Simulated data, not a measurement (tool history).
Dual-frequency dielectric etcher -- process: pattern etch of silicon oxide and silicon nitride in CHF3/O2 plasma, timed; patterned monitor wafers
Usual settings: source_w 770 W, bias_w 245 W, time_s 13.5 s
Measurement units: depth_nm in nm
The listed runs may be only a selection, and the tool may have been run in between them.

run    hour  source_w  bias_w  time_s  read-back reference wafer on the same gauge, depth_nm  depth_nm
  1       0       770     245    13.5                                                  19.61     21.23
  2    30.7       770     245    13.5                                                  19.62     21.31
  3      97       770     245    13.5                                                  19.57     20.99
      172.4  -- wet clean of the chamber
  4   172.9       770     245    13.5                                                  19.45     20.96
  5   220.3       770     245    13.5                                                  19.38     21.03
  6   261.4       770     245      11                                                  19.31     17.02
  7   295.6       770     245      12                                                  19.38     18.69
      322.5  -- upper electrode replaced
      377.8  -- bias power generator calibrated
  8   500.7       770     245    13.5                                                  19.03     20.68
  9   554.7       770     195    13.5                                                  19.07     19.08
      572.8  -- gauge calibrated
 10   596.9       770     245    13.5                                                  20.71     22.23
 11   629.2       900     277      16                                                  20.73     29.71
 12   781.9       770     245    13.5                                                  20.67     22.15
 13   814.3       770     245    13.5                                                  20.73      22.4
 14   850.7       770     287    13.5                                                  20.67     23.58
      883.5  -- wet clean of the chamber
 15     884       770     245    13.5                                                   20.7     22.56
        921  -- source power generator calibrated
 16   924.3       870     245    13.5                                                  20.76     23.76
 17  1046.7       940     245    15.5                                                  20.67      28.2
 18  1111.1       680     245      11                                                  20.65     17.02
 19  1175.1       770     272    13.5                                                  20.63     23.21
 20  1199.8       840     245      10                                                  20.57        17
 21  1259.5       770     272    13.5                                                  20.54     23.33
 22  1294.2       770     245    13.5                                                  20.55     22.24

For run 23, what comes out?
 23  1343.6       770     245    13.5                                                      ?         ?

Run 23 came out at read-back reference wafer on the same gauge, depth_nm 20.61, depth_nm 22.13 nm.
The same run, on a tool lacking any hidden state, would have yielded depth_nm 22.13 nm.
